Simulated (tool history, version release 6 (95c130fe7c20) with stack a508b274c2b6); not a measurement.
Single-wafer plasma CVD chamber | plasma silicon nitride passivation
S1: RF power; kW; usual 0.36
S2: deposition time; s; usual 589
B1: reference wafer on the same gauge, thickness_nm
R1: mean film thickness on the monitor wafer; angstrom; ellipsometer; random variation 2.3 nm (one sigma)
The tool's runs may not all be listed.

run,day,S1,S2,B1,R1
1,0,0.36,589,809.622,8142.83
2,0.829,0.36,589,811.292,8209.69
3,2.246,0.39,627,812.002,8870.33
4,3.046,0.36,589,811.732,8128.46
5,3.708,0.36,589,811.348,8138.58
6,4.525,0.36,589,810.911,8148.15
7,5.271,0.36,589,810.773,8140.59
8,6.292,0.36,589,811.09,8099.18
9,7.6,0.36,634,810.716,8727.27
10,8.25,0.36,634,811.512,8736.98
11,8.75,0.36,634,811.655,8697.8
12,9.879,0.36,589,812.378,8085.56
13,11.317,0.33,497,810.241,6653.79
14,12.4,0.36,589,811.338,8111.7
# day 13.125: gauge calibrated
15,13.667,0.3,621,811.083,8164.37
16,14.938,0.29,506,811.574,6525.01
17,16.012,0.385,651,809.622,9032.37
18,16.629,0.325,636,811.123,8451.63
# day 18.304: RF generator calibrated
19,18.325,0.43,652,810.598,9559.52
# day 18.854: showerhead replaced
20,18.875,0.335,553,809.969,7530.73
21,19.721,0.33,511,810.633,6955.82
22,20.692,0.3,589,810.461,7821
23,21.962,0.395,555,810.572,7922.19
24,22.908,0.36,589,810.993,8201.59
25,23.992,0.36,589,810.118,8211.83

4 ways to go on from here, each from the tool as it stands after run 25. What would each give?
A,24.017,0.36,589,?,?
B,24.017,0.41,477,?,?
C,24.017,0.36,640,?,?
D,24.017,0.38,551,?,?

run,B1,R1
A,810.299,8217.81
B,810.299,6885.26
C,810.299,8929.37
D,810.299,7796.49
Without the tool's hidden state the same runs would have given:
run,R1
A,8225.36
B,6891.58
C,8937.57
D,7803.65
